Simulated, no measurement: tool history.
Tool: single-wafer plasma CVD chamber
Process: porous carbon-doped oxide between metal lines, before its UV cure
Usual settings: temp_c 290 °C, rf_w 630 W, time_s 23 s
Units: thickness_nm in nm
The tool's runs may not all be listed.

run	hour	temp_c	rf_w	time_s	wafers since the last listed run	hours since the last thermocouple change	hours since the last RF generator calibration	hours since the showerhead was replaced	hours since the gauge calibration	read-back reference wafer on the same gauge, thickness_nm	thickness_nm
1	0	290	630	23	0	1459.5	2040.5	3391.4	589.8	161.982	161.977
2	12.5	290	630	23	310	1472	2053	3403.9	602.3	161.931	162.699
# hour 17.2: gauge calibrated
# hour 22.9: RF generator calibrated
3	23.4	290	630	23	72	1482.9	0.5	3414.8	6.2	161.928	162.207
4	32.6	299	575	23	228	1492.1	9.7	3424	15.4	162.068	139.24
5	56	299	575	23	581	1515.5	33.1	3447.4	38.8	162.047	139.241
6	62.2	299	575	23	154	1521.7	39.3	3453.6	45	161.959	139.271
7	76.6	290	630	22	357	1536.1	53.7	3468	59.4	162.034	155.406
8	86	290	630	22	233	1545.5	63.1	3477.4	68.8	162.008	155.374
9	99.5	290	630	22	335	1559	76.6	3490.9	82.3	162.078	155.108
# hour 116.4: showerhead replaced
10	116.9	290	630	23	233	1576.4	94	0.5	99.7	161.888	161.932
11	119.1	290	630	23	54	1578.6	96.2	2.7	101.9	162.031	161.889
12	131	301	525	20.3	295	1590.5	108.1	14.6	113.8	162.02	110.57
13	140.4	290	630	23	233	1599.9	117.5	24	123.2	161.979	162.498
14	152.3	290	630	23	295	1611.8	129.4	35.9	135.1	161.922	161.273
15	168.2	290	725	23	395	1627.7	145.3	51.8	151	162.002	184.146
16	185.1	290	630	23	420	1644.6	162.2	68.7	167.9	162.076	162.809
# hour 199.7: thermocouple changed; heater temperature recalibrated
17	200.2	290	630	23	176	0.5	177.3	83.8	183	162.047	162.059
18	211.2	276	730	20.4	273	11.5	188.3	94.8	194	162.055	182.908
19	223.8	296	585	23	313	24.1	200.9	107.4	206.6	162.038	144.688
20	239.9	279	695	19.9	400	40.2	217	123.5	222.7	161.959	167.469
21	254.5	290	555	23	362	54.8	231.6	138.1	237.3	161.863	142.924
22	269.9	283	530	25.2	382	70.2	247	153.5	252.7	161.85	155.782
23	281	290	730	26.3	275	81.3	258.1	164.6	263.8	161.962	212.23
24	291.2	304	630	23	253	91.5	268.3	174.8	274	162.031	147.674
25	325.6	290	510	23	855	125.9	302.7	209.2	308.4	162.014	130.5
26	340.7	290	630	19.6	375	141	317.8	224.3	323.5	161.966	139.281
27	350.7	296	630	27	248	151	327.8	234.3	333.5	162.079	182.189
28	361.9	290	560	23	278	162.2	339	245.5	344.7	161.988	144.128
29	377.9	290	590	23	397	178.2	355	261.5	360.7	161.94	152.05
30	395.3	290	630	20.6	432	195.6	372.4	278.9	378.1	161.985	145.797
31	406.1	285	675	23	268	206.4	383.2	289.7	388.9	162.02	178.925
32	418.3	290	725	23	303	218.6	395.4	301.9	401.1	161.911	184.8
33	436	290	630	20.6	439	236.3	413.1	319.6	418.8	162.008	146.254
34	446.7	301	630	19.5	265	247	423.8	330.3	429.5	161.928	128.602
35	458.3	286	755	23	288	258.6	435.4	341.9	441.1	162.088	196.09

Hidden state at the last listed run before each entry between runs and at the first one after, where it differs:
Between runs 2 and 3: gauge calibrated (hour 17.2); RF generator calibrated (hour 22.9)
  no hidden state differs between the two runs
Between runs 9 and 10: showerhead replaced (hour 116.4)
  no hidden state differs between the two runs
Between runs 16 and 17: thermocouple changed; heater temperature recalibrated (hour 199.7)
  no hidden state differs between the two runs
